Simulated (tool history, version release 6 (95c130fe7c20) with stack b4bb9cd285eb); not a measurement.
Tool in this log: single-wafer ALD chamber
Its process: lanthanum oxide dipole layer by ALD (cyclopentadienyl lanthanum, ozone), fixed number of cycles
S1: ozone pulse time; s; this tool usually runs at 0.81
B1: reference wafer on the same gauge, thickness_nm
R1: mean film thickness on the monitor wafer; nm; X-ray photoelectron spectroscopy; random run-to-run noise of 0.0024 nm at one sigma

{"run": 1, "hour": 0.0, "S1": 0.81, "B1": 0.554, "R1": 0.448}
{"run": 2, "hour": 90.3, "S1": 0.92, "B1": 0.555, "R1": 0.468}
{"run": 3, "hour": 187.3, "S1": 0.92, "B1": 0.556, "R1": 0.465}
{"run": 4, "hour": 236.6, "S1": 0.74, "B1": 0.556, "R1": 0.426}
{"hour": 293.6, "done": "ozone generator serviced"}
{"run": 5, "hour": 298.5, "S1": 0.74, "B1": 0.556, "R1": 0.448}
{"run": 6, "hour": 371.9, "S1": 0.74, "B1": 0.556, "R1": 0.436}
{"run": 7, "hour": 444.5, "S1": 0.71, "B1": 0.554, "R1": 0.424}
{"run": 8, "hour": 533.5, "S1": 0.71, "B1": 0.555, "R1": 0.416}
{"run": 9, "hour": 575.8, "S1": 0.71, "B1": 0.556, "R1": 0.416}
{"run": 10, "hour": 677.5, "S1": 0.81, "B1": 0.555, "R1": 0.44}
{"run": 11, "hour": 763.0, "S1": 0.81, "B1": 0.555, "R1": 0.436}
{"hour": 794.7, "done": "ozone generator serviced"}
{"run": 12, "hour": 860.0, "S1": 0.81, "B1": 0.555, "R1": 0.455}
{"run": 13, "hour": 935.5, "S1": 0.81, "B1": 0.555, "R1": 0.447}
{"hour": 954.1, "done": "thermocouple changed; heater temperature recalibrated"}
{"run": 14, "hour": 1020.5, "S1": 0.81, "B1": 0.554, "R1": 0.442}
{"hour": 1059.9, "done": "gauge calibrated"}
{"run": 15, "hour": 1086.6, "S1": 0.61, "B1": 0.557, "R1": 0.391}
{"hour": 1111.6, "done": "showerhead replaced, of another model than before"}
{"run": 16, "hour": 1321.1, "S1": 0.63, "B1": 0.554, "R1": 0.355}
{"hour": 1350.9, "done": "ozone generator serviced"}
{"run": 17, "hour": 1395.2, "S1": 1.01, "B1": 0.554, "R1": 0.501}
{"run": 18, "hour": 1446.2, "S1": 0.56, "B1": 0.555, "R1": 0.347}
{"run": 19, "hour": 1526.0, "S1": 1.0, "B1": 0.555, "R1": 0.482}
{"run": 20, "hour": 1595.6, "S1": 0.81, "B1": 0.557, "R1": 0.436}
{"run": 21, "hour": 1725.8, "S1": 0.81, "B1": 0.555, "R1": 0.421}
{"run": 22, "hour": 1806.4, "S1": 1.03, "B1": 0.555, "R1": 0.478}
{"hour": 1880.2, "done": "ozone generator serviced"}
{"run": 23, "hour": 1895.3, "S1": 0.65, "B1": 0.556, "R1": 0.4}
{"run": 24, "hour": 1961.4, "S1": 0.96, "B1": 0.554, "R1": 0.485}
{"run": 25, "hour": 2058.6, "S1": 0.74, "B1": 0.555, "R1": 0.416}
{"run": 26, "hour": 2129.2, "S1": 0.69, "B1": 0.555, "R1": 0.39}
{"run": 27, "hour": 2225.0, "S1": 1.04, "B1": 0.555, "R1": 0.486}
{"run": 28, "hour": 2309.5, "S1": 0.68, "B1": 0.554, "R1": 0.38}

5 ways to go on from here, each from the tool as it stands after run 28. What would each give?
{"run": "A", "hour": 2309.9, "S1": 0.57, "B1": "?", "R1": "?"}
{"run": "B", "hour": 2309.9, "S1": 0.95, "B1": "?", "R1": "?"}
{"run": "C", "hour": 2309.9, "S1": 0.55, "B1": "?", "R1": "?"}
{"run": "D", "hour": 2309.9, "S1": 0.72, "B1": "?", "R1": "?"}
{"run": "E", "hour": 2309.9, "S1": 0.54, "B1": "?", "R1": "?"}

run=A B1=0.555 R1=0.328
run=B B1=0.555 R1=0.458
run=C B1=0.555 R1=0.318
run=D B1=0.555 R1=0.391
run=E B1=0.555 R1=0.313
What these runs would have given with no unlogged condition in the tool:
run=A R1=0.372
run=B R1=0.494
run=C R1=0.362
run=D R1=0.434
run=E R1=0.356

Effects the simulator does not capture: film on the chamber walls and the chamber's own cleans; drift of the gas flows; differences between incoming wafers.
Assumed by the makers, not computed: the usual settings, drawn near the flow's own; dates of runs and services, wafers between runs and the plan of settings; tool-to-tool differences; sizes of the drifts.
